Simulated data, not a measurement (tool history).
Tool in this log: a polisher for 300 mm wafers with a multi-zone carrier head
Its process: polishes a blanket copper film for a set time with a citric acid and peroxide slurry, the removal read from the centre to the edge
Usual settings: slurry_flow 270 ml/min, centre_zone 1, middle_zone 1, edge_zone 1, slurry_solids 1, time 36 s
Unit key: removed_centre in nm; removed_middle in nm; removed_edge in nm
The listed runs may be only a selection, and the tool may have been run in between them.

run,day,slurry_flow,centre_zone,middle_zone,edge_zone,slurry_solids,time,wafers since the last listed run,wafers polished on this pad,hours since the slurry nozzle was cleaned,hours since the centre zone pressure was calibrated,hours since the edge zone pressure was calibrated,hours since the carrier head's membrane was replaced,"incoming thickness of the incoming film, nm",removed_centre,removed_middle,removed_edge
1,0,270,1,1,0.97,0.85,36,0,2383,115.3,708.3,44.8,23.5,582.8,85,86.9,87
2,1.646,270,1,1,1,1,36,641,3025,154.8,747.8,84.3,63,585,88.3,90.1,90
3,3.417,270,1,1,1,1,43,690,3715,197.3,790.3,126.8,105.5,581.8,105.9,106.1,107.3
4,5.562,270,1,1,1,1,43,836,4551,248.8,841.8,178.3,157,574.5,103.4,103.1,107.2
5,7.371,270,1,1,1,1,36,704,5256,292.2,885.2,221.7,200.4,572.5,89.5,88.6,89.8
# day 8.279: worn pad replaced by a new one
6,10.192,270,1,1,1,1,36,1034,745,359.9,952.9,289.4,268.1,587,88.3,88.4,90.9
# day 10.329: centre zone pressure recalibrated
# day 13.054: slurry nozzle cleaned
7,13.346,325,1,1,0.91,1.15,36,1180,1926,7,72.4,365.1,343.8,576.7,94.7,93.3,91
# day 14.217: edge zone pressure recalibrated
8,16.617,270,1,1,1,1,36,1242,3168,85.5,150.9,57.6,422.3,578.8,87.2,88.7,88.8
# day 19.371: carrier head's membrane replaced by a new one
9,19.392,270,1.05,1,1,1,36,1000,4169,152.1,217.5,124.2,0.5,577.1,91.8,86.9,92.3
# day 21.933: worn pad replaced by a new one
10,22.692,270,1,1,1,1,36,1221,296,231.3,296.7,203.4,79.7,574.7,87.9,90.2,90.5
11,24.362,270,1.04,1,1,1,36,651,947,271.4,336.8,243.5,119.8,576.7,94.3,87.3,92.5
12,26.071,270,0.92,1,1.09,1,36,665,1613,312.4,377.8,284.5,160.8,584.5,83.3,87.4,94.7
13,29.354,270,1,1.11,1.07,1,36,1279,2893,391.2,456.6,363.3,239.6,581.6,90.7,96.8,92.5
# day 30.025: edge zone pressure recalibrated
14,31.421,270,1.11,1,1.08,1,36,773,3666,440.8,506.2,33.5,289.2,583.9,97.3,88.6,94.5
# day 32.283: slurry nozzle cleaned
15,35.833,270,1,1,1,1,36,1703,5370,85.2,612.1,139.4,395.1,574.8,90.2,86.8,91.3
# day 37.458: worn pad replaced by a new one
16,38.829,200,1,1.11,0.97,1,23,1102,534,157.1,684,211.3,467,581.6,54.1,58.9,55.2
17,41.854,295,1,1.12,0.94,1,44,1179,1713,229.7,756.6,283.9,539.6,579.4,109.2,120.8,109.7
# day 44.133: carrier head's membrane replaced by a new one
18,44.496,355,1,1.08,0.92,0.9,36,948,2662,293.1,820,347.3,8.7,579.3,88.9,93.5,87.7
19,46.442,270,1.07,1,1,1,36,758,3421,339.8,866.7,394,55.4,577.5,93.4,88.6,91.1
# day 48.142: edge zone pressure recalibrated
# day 50.625: slurry nozzle cleaned
# day 52.433: worn pad replaced by a new one
20,53.588,270,1,1,1,1,43,2671,449,71.1,1038.2,130.7,226.9,580.3,106.2,104.7,109.5

Predict each of these 5 candidate next runs independently; none follows another, all start after run 20:
A,53.604,270,1,1,1,1,36,6,455,71.5,1038.6,131.1,227.3,572.2,?,?,?
B,53.604,270,1,1,1.11,1,36,6,455,71.5,1038.6,131.1,227.3,572.2,?,?,?
C,53.604,270,1,1,1,0.8,28,6,455,71.5,1038.6,131.1,227.3,572.2,?,?,?
D,53.604,355,1,1,1,1,24,6,455,71.5,1038.6,131.1,227.3,572.2,?,?,?
E,53.604,270,1,1,0.93,1,36,6,455,71.5,1038.6,131.1,227.3,572.2,?,?,?

run,removed_centre,removed_middle,removed_edge
A,86.5,88.5,91.7
B,86.5,88.4,96.6
C,64,65.5,67.9
D,59.4,60.6,62.5
E,86.5,88.5,88.6
With no hidden state in the tool, these same runs would have given:
run,removed_centre,removed_middle,removed_edge
A,86.5,88.5,91.7
B,86.5,88.4,96.6
C,64,65.5,67.9
D,59.4,60.6,62.5
E,86.5,88.5,88.6
